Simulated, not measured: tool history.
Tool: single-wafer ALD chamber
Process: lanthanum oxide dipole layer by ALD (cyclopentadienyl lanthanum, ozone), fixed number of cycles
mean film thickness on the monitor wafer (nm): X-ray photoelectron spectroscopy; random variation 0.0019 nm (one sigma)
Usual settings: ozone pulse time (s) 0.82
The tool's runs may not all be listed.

run    hour  ozone pulse time (s)  read-back reference wafer on the same gauge, thickness_nm  mean film thickness on the monitor wafer (nm)
  1     0.0                  0.73                                                      0.463                                          0.492
  2    44.2                  0.73                                                      0.463                                          0.489
  3    84.6                  0.82                                                      0.463                                          0.506
  4   111.6                  0.82                                                      0.463                                          0.503
  5   163.7                  0.82                                                      0.463                                          0.504
  6   190.1                  0.64                                                      0.463                                          0.480
  7   245.5                  0.64                                                      0.464                                          0.479
  8   303.3                  0.62                                                      0.464                                          0.476
  9   344.1                  0.82                                                      0.463                                          0.505
 10   388.9                  0.82                                                      0.464                                          0.503
 11   416.2                  0.82                                                      0.464                                          0.504
      473.3  -- showerhead replaced
 12   502.2                  0.82                                                      0.463                                          0.507
 13   531.0                  0.82                                                      0.464                                          0.503
 14   598.6                  0.82                                                      0.463                                          0.503
 15   642.9                  0.68                                                      0.464                                          0.485
 16   679.4                  0.60                                                      0.463                                          0.472
 17   715.7                  0.74                                                      0.463                                          0.491
 18   751.2                  1.03                                                      0.463                                          0.527
 19   793.8                  0.71                                                      0.463                                          0.488
 20   838.2                  0.58                                                      0.463                                          0.469
 21   878.6                  0.58                                                      0.463                                          0.468
 22   927.0                  0.82                                                      0.463                                          0.503
      951.7  -- thermocouple changed; heater temperature recalibrated
 23   994.4                  0.82                                                      0.463                                          0.501
     1025.5  -- gauge calibrated
 24  1028.8                  1.01                                                      0.463                                          0.527
 25  1073.4                  0.52                                                      0.463                                          0.457
 26  1113.6                  0.56                                                      0.462                                          0.461
 27  1150.6                  0.82                                                      0.463                                          0.504
     1207.3  -- ozone generator serviced
 28  1208.8                  0.66                                                      0.463                                          0.480
 29  1275.3                  0.51                                                      0.462                                          0.457
 30  1341.9                  1.14                                                      0.462                                          0.539

Forecast run 31:
 31  1383.8                  0.55                                                          ?                                              ?

{"run 31": {"read-back reference wafer on the same gauge, thickness_nm": 0.462, "mean film thickness on the monitor wafer (nm)": 0.461}}
Without the tool's hidden state the same run would have given mean film thickness on the monitor wafer (nm) 0.461.
